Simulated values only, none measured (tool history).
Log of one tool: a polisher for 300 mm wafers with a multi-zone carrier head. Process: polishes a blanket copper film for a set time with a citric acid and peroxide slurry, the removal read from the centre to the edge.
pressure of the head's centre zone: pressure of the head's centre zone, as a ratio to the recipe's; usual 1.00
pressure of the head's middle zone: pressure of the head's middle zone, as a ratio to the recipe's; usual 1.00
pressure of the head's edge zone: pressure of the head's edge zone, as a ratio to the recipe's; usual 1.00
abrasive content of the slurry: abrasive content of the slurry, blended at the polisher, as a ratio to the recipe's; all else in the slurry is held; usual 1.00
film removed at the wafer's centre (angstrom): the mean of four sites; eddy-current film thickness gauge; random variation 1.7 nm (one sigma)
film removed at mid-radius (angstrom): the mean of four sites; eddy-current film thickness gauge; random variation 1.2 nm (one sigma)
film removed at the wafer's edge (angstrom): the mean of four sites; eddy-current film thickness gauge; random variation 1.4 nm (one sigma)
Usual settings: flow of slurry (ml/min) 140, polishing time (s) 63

run	hour	flow of slurry (ml/min)	pressure of the head's centre zone	pressure of the head's middle zone	pressure of the head's edge zone	abrasive content of the slurry	polishing time (s)	incoming thickness of the incoming film, nm	film removed at the wafer's centre (angstrom)	film removed at mid-radius (angstrom)	film removed at the wafer's edge (angstrom)
1	0.0	140	1.00	1.00	1.00	1.00	63	1103.2	1325	1303	1279
2	54.5	140	1.00	1.00	1.00	1.00	63	1119.3	1313	1294	1283
3	79.5	140	1.00	1.00	1.00	1.00	63	1141.8	1300	1310	1258
4	93.6	140	1.00	1.00	0.88	1.00	63	1120.7	1269	1299	1227
# hour 119.4: slurry nozzle cleaned
# hour 123.4: worn pad replaced by a new one
5	123.9	140	1.00	1.00	1.00	1.00	63	1112.6	1269	1311	1273
6	158.2	140	1.00	1.05	1.00	1.00	63	1135.9	1263	1344	1262
7	193.5	140	1.06	1.00	1.00	1.00	80	1131.8	1689	1675	1611
8	219.3	140	1.00	0.96	1.00	1.00	63	1125.7	1232	1249	1259
# hour 222.0: edge zone pressure recalibrated
9	236.4	140	0.94	1.11	1.00	1.00	63	1112.0	1122	1441	1254
10	249.6	140	1.00	1.00	1.00	1.00	63	1114.4	1217	1307	1267
11	263.2	110	1.00	1.00	1.00	1.10	69	1120.3	1326	1421	1375
# hour 275.9: carrier head's membrane replaced by a new one
# hour 290.6: worn pad replaced by a new one
12	339.0	140	1.00	1.00	1.00	1.00	63	1103.5	1191	1306	1284
# hour 372.6: centre zone pressure recalibrated
13	373.1	140	1.00	1.00	1.00	1.00	63	1117.3	1338	1327	1301
14	398.5	140	0.96	1.00	1.00	1.00	63	1124.0	1278	1315	1280
15	430.7	105	0.90	1.12	1.00	1.00	72	1133.0	1267	1563	1448
# hour 453.8: worn pad replaced by a new one
16	456.5	140	1.00	1.00	1.00	0.85	47	1122.0	924	936	897
17	487.6	140	1.00	1.00	1.00	1.00	63	1118.8	1319	1312	1279
# hour 490.4: edge zone pressure recalibrated
# hour 497.4: slurry nozzle cleaned
18	522.8	125	0.89	1.00	1.00	0.75	83	1103.4	1354	1553	1542
19	548.9	140	1.09	1.00	1.00	1.15	63	1127.4	1432	1358	1315
20	568.6	140	0.94	1.11	1.00	1.00	63	1116.9	1197	1409	1287

The tool's hidden state at each run:
removal rate lost through wear of the pad, %: 0 in every run
slurry flow missing at the pad, %: 0 in every run
deviation of the edge zone's pressure from its setpoint, %: 0 in every run
H1: deviation of the centre zone's pressure from its setpoint, %
run	H1
1	-2.2
2	-3.79
3	-4.53
4	-4.94
5	-5.83
6	-6.83
7	-7.86
8	-8.62
9	-9.12
10	-9.51
11	-9.91
12	-12.1
13	-1.08
14	-1.83
15	-2.77
16	-3.53
17	-4.44
18	-5.47
19	-6.23
20	-6.81
